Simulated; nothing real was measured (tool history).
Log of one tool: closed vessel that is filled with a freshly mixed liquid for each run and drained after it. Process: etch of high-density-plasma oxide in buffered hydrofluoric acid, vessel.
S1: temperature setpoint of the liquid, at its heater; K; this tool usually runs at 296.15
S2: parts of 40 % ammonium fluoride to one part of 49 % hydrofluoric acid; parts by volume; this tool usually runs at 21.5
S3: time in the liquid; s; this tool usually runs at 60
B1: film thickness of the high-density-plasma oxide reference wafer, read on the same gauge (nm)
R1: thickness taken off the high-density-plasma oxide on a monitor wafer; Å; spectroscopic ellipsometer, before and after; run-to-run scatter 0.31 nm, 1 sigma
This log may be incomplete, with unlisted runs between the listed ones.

run 1 hour=0.0 | S1=296.15 S2=21.5 S3=60 | B1=120.03 | R1=311.7
run 2 hour=28.5 | S1=296.15 S2=21.5 S3=60 | B1=120.00 | R1=304.2
run 3 hour=63.8 | S1=296.15 S2=21.5 S3=85 | B1=120.00 | R1=436.0
run 4 hour=86.2 | S1=296.15 S2=21.5 S3=85 | B1=119.98 | R1=435.7
run 5 hour=108.8 | S1=296.15 S2=21.5 S3=60 | B1=119.96 | R1=302.9
-- hour=109.7 gauge calibrated
run 6 hour=148.2 | S1=296.15 S2=21.5 S3=60 | B1=119.98 | R1=307.4
-- hour=152.5 thermometer replaced
run 7 hour=171.2 | S1=296.15 S2=21.5 S3=60 | B1=120.02 | R1=352.3
run 8 hour=202.2 | S1=296.15 S2=21.5 S3=60 | B1=120.02 | R1=348.7
run 9 hour=216.2 | S1=296.15 S2=21.5 S3=60 | B1=119.95 | R1=359.8
run 10 hour=239.7 | S1=296.15 S2=21.5 S3=60 | B1=119.96 | R1=353.9
run 11 hour=270.0 | S1=299.65 S2=28.0 S3=50 | B1=119.99 | R1=292.9
run 12 hour=288.1 | S1=296.15 S2=21.5 S3=80 | B1=120.01 | R1=467.2
run 13 hour=308.3 | S1=296.15 S2=13.5 S3=85 | B1=120.02 | R1=788.7
run 14 hour=324.7 | S1=300.15 S2=14.0 S3=85 | B1=119.96 | R1=944.4
run 15 hour=350.6 | S1=300.15 S2=17.5 S3=30 | B1=120.01 | R1=263.5
-- hour=373.8 gauge calibrated
run 16 hour=386.2 | S1=294.65 S2=21.5 S3=60 | B1=119.99 | R1=318.8
-- hour=391.9 hydrofluoric acid flow meter replaced
run 17 hour=409.0 | S1=296.15 S2=24.0 S3=60 | B1=120.02 | R1=297.7
run 18 hour=429.4 | S1=296.15 S2=21.5 S3=60 | B1=120.05 | R1=318.8
run 19 hour=443.4 | S1=298.15 S2=27.0 S3=30 | B1=120.02 | R1=153.1
run 20 hour=468.9 | S1=296.15 S2=13.0 S3=40 | B1=120.01 | R1=342.8
run 21 hour=491.0 | S1=296.15 S2=21.5 S3=60 | B1=120.03 | R1=322.6

Alternative continuations, all from the tool just after run 21; predict every row:
run A hour=491.7 | S1=296.15 S2=21.5 S3=60 | B1=? | R1=?
run B hour=491.7 | S1=296.15 S2=25.5 S3=90 | B1=? | R1=?
run C hour=491.7 | S1=296.15 S2=27.5 S3=60 | B1=? | R1=?
run D hour=491.7 | S1=300.15 S2=14.0 S3=30 | B1=? | R1=?

run=A B1=120.02 R1=317.4
run=B B1=120.02 R1=423.2
run=C B1=120.02 R1=267.8
run=D B1=120.02 R1=296.1
What these runs would have given with no unlogged condition in the tool:
run=A R1=335.1
run=B R1=446.9
run=C R1=282.8
run=D R1=310.8
